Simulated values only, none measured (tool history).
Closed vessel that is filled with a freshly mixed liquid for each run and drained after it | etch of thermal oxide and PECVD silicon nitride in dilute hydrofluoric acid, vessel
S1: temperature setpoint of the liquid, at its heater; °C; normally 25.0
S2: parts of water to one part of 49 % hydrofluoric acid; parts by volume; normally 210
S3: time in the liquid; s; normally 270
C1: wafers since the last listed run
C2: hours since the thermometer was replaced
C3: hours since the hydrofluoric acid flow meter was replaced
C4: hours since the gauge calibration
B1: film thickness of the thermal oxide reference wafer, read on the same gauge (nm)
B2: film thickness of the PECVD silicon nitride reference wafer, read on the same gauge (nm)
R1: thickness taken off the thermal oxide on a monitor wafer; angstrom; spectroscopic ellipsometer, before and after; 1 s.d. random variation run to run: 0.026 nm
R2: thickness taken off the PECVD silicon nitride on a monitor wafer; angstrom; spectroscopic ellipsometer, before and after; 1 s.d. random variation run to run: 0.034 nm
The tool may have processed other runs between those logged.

{"run": 1, "hour": 0.0, "S1": 22.5, "S2": 155, "S3": 270, "C1": 0, "C2": 504.5, "C3": 2376.7, "C4": 619.8, "B1": 70.01, "B2": 130.0, "R1": 72.4, "R2": 72.2}
{"run": 2, "hour": 22.2, "S1": 22.5, "S2": 155, "S3": 270, "C1": 2603, "C2": 526.7, "C3": 2398.9, "C4": 642.0, "B1": 69.97, "B2": 130.0, "R1": 72.7, "R2": 73.1}
{"run": 3, "hour": 41.6, "S1": 23.5, "S2": 210, "S3": 270, "C1": 2275, "C2": 546.1, "C3": 2418.3, "C4": 661.4, "B1": 69.97, "B2": 130.0, "R1": 53.5, "R2": 57.1}
{"run": 4, "hour": 74.5, "S1": 23.5, "S2": 210, "S3": 270, "C1": 3858, "C2": 579.0, "C3": 2451.2, "C4": 694.3, "B1": 69.96, "B2": 130.01, "R1": 53.3, "R2": 57.3}
{"run": 5, "hour": 87.3, "S1": 23.5, "S2": 210, "S3": 270, "C1": 1501, "C2": 591.8, "C3": 2464.0, "C4": 707.1, "B1": 70.01, "B2": 129.97, "R1": 52.9, "R2": 56.8}
{"run": 6, "hour": 109.4, "S1": 25.0, "S2": 250, "S3": 270, "C1": 2591, "C2": 613.9, "C3": 2486.1, "C4": 729.2, "B1": 69.97, "B2": 130.01, "R1": 45.8, "R2": 52.6}
{"hour": 133.6, "done": "hydrofluoric acid flow meter replaced"}
{"run": 7, "hour": 136.3, "S1": 25.0, "S2": 255, "S3": 270, "C1": 3037, "C2": 640.8, "C3": 2.7, "C4": 756.1, "B1": 70.04, "B2": 130.0, "R1": 40.9, "R2": 48.9}
{"run": 8, "hour": 156.1, "S1": 25.0, "S2": 255, "S3": 270, "C1": 2322, "C2": 660.6, "C3": 22.5, "C4": 775.9, "B1": 69.98, "B2": 130.0, "R1": 41.0, "R2": 49.0}
{"hour": 190.7, "done": "gauge calibrated"}
{"run": 9, "hour": 191.0, "S1": 25.0, "S2": 255, "S3": 270, "C1": 4093, "C2": 695.5, "C3": 57.4, "C4": 0.3, "B1": 70.03, "B2": 130.0, "R1": 40.9, "R2": 49.0}
{"run": 10, "hour": 221.2, "S1": 25.0, "S2": 210, "S3": 270, "C1": 3542, "C2": 725.7, "C3": 87.6, "C4": 30.5, "B1": 69.99, "B2": 129.95, "R1": 52.5, "R2": 58.4}
{"run": 11, "hour": 254.6, "S1": 21.0, "S2": 210, "S3": 270, "C1": 3917, "C2": 759.1, "C3": 121.0, "C4": 63.9, "B1": 70.0, "B2": 130.01, "R1": 45.3, "R2": 46.2}
{"run": 12, "hour": 281.2, "S1": 21.0, "S2": 280, "S3": 375, "C1": 3119, "C2": 785.7, "C3": 147.6, "C4": 90.5, "B1": 70.05, "B2": 129.98, "R1": 43.7, "R2": 48.1}
{"run": 13, "hour": 298.0, "S1": 25.0, "S2": 210, "S3": 270, "C1": 1970, "C2": 802.5, "C3": 164.4, "C4": 107.3, "B1": 70.03, "B2": 129.96, "R1": 52.2, "R2": 59.3}
{"run": 14, "hour": 322.1, "S1": 23.0, "S2": 125, "S3": 420, "C1": 2826, "C2": 826.6, "C3": 188.5, "C4": 131.4, "B1": 70.03, "B2": 129.95, "R1": 138.7, "R2": 135.3}
{"run": 15, "hour": 335.1, "S1": 25.0, "S2": 210, "S3": 270, "C1": 1524, "C2": 839.6, "C3": 201.5, "C4": 144.4, "B1": 69.99, "B2": 129.98, "R1": 52.7, "R2": 60.1}

For run 16, what comes out?
{"run": 16, "hour": 367.3, "S1": 25.0, "S2": 180, "S3": 195, "C1": 3776, "C2": 871.8, "C3": 233.7, "C4": 176.6, "B1": "?", "B2": "?", "R1": "?", "R2": "?"}

{"run 16": {"B1": 69.94, "B2": 130.0, "R1": 45.9, "R2": 50.1}}
Without the tool's hidden state the same run would have given R1 45.0 angstrom, R2 49.2 angstrom.
